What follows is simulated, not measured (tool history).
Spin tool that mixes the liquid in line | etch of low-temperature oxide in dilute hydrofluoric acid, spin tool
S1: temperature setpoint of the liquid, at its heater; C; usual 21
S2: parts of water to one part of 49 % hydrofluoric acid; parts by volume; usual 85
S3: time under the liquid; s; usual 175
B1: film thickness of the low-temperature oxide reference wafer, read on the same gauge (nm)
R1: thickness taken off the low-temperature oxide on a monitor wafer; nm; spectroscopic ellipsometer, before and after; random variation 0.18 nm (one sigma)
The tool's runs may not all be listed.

run 1 day=0 | S1=21 S2=85 S3=175 | B1=100 | R1=50.14
run 2 day=1.288 | S1=21 S2=85 S3=175 | B1=99.99 | R1=50.39
run 3 day=2.712 | S1=21 S2=60 S3=175 | B1=100.03 | R1=73.95
run 4 day=5.121 | S1=21 S2=60 S3=175 | B1=100.02 | R1=73.44
run 5 day=6.892 | S1=21 S2=85 S3=175 | B1=100.02 | R1=50.63
run 6 day=9.2 | S1=21 S2=85 S3=240 | B1=99.99 | R1=69.22
run 7 day=11.329 | S1=21 S2=85 S3=240 | B1=100.01 | R1=67.94
run 8 day=13.042 | S1=21 S2=85 S3=175 | B1=99.93 | R1=49.6
run 9 day=15.362 | S1=21 S2=85 S3=175 | B1=100.02 | R1=49.37
run 10 day=17.071 | S1=17 S2=105 S3=75 | B1=100 | R1=14.25
run 11 day=19.067 | S1=21 S2=85 S3=175 | B1=100.01 | R1=49.59
run 12 day=20.108 | S1=21 S2=85 S3=175 | B1=99.98 | R1=49.9
run 13 day=22.883 | S1=21 S2=85 S3=95 | B1=100.03 | R1=26.97
run 14 day=25.071 | S1=21 S2=115 S3=175 | B1=100.01 | R1=35.55
run 15 day=27.112 | S1=21 S2=125 S3=225 | B1=100.01 | R1=41.66
run 16 day=32.492 | S1=25 S2=125 S3=255 | B1=100.01 | R1=55.45
run 17 day=34.512 | S1=21 S2=85 S3=80 | B1=99.98 | R1=22.78
run 18 day=36.279 | S1=24.5 S2=60 S3=210 | B1=100.04 | R1=100.83
run 19 day=38.421 | S1=23 S2=55 S3=175 | B1=100.05 | R1=87.25
run 20 day=40.992 | S1=21 S2=85 S3=175 | B1=100 | R1=50.55
run 21 day=42.617 | S1=21 S2=110 S3=175 | B1=100.03 | R1=37.59
run 22 day=43.888 | S1=21 S2=85 S3=215 | B1=100.01 | R1=61.88
run 23 day=46.529 | S1=21 S2=85 S3=175 | B1=100.02 | R1=50.23
run 24 day=47.708 | S1=21 S2=85 S3=130 | B1=100.01 | R1=37.57
run 25 day=49.504 | S1=21 S2=105 S3=175 | B1=100.03 | R1=39.66
run 26 day=50.517 | S1=21 S2=85 S3=175 | B1=100.03 | R1=50.18
run 27 day=53.471 | S1=21 S2=115 S3=140 | B1=99.98 | R1=28.93
run 28 day=54.567 | S1=17.5 S2=85 S3=175 | B1=99.98 | R1=43.65
run 29 day=61.883 | S1=19.5 S2=85 S3=275 | B1=99.97 | R1=73.17
run 30 day=64.1 | S1=21 S2=85 S3=240 | B1=99.95 | R1=68.09
run 31 day=65.529 | S1=21 S2=105 S3=175 | B1=100.03 | R1=38.97
run 32 day=67.238 | S1=21 S2=85 S3=175 | B1=99.94 | R1=49.63
run 33 day=69.367 | S1=23.5 S2=100 S3=175 | B1=100.03 | R1=46.02

Not shown: 4 entries that the log had between the listed runs. Between which runs, and how does the tool's hidden state differ before and after?
Between runs 6 and 7: thermometer replaced (day 9.638)
  liquid hotter than its thermometer reads (K): 0.584 -> 0.0468
  measured less the result without the state, R1: +1.63 -> +0.14 nm
Between runs 8 and 9: gauge calibrated (day 13.904)
  liquid hotter than its thermometer reads (K): 0.0658 -> 0.0915
  measured less the result without the state, R1: +0.14 -> +0.18 nm
Between runs 15 and 16: hydrofluoric acid flow meter replaced (day 29.167)
  liquid hotter than its thermometer reads (K): 0.222 -> 0.281
  measured less the result without the state, R1: +0.37 -> +0.6 nm
Between runs 28 and 29: thermometer replaced (day 56.95)
  liquid hotter than its thermometer reads (K): 0.525 -> 0.0679
  measured less the result without the state, R1: +0.96 -> +0.21 nm
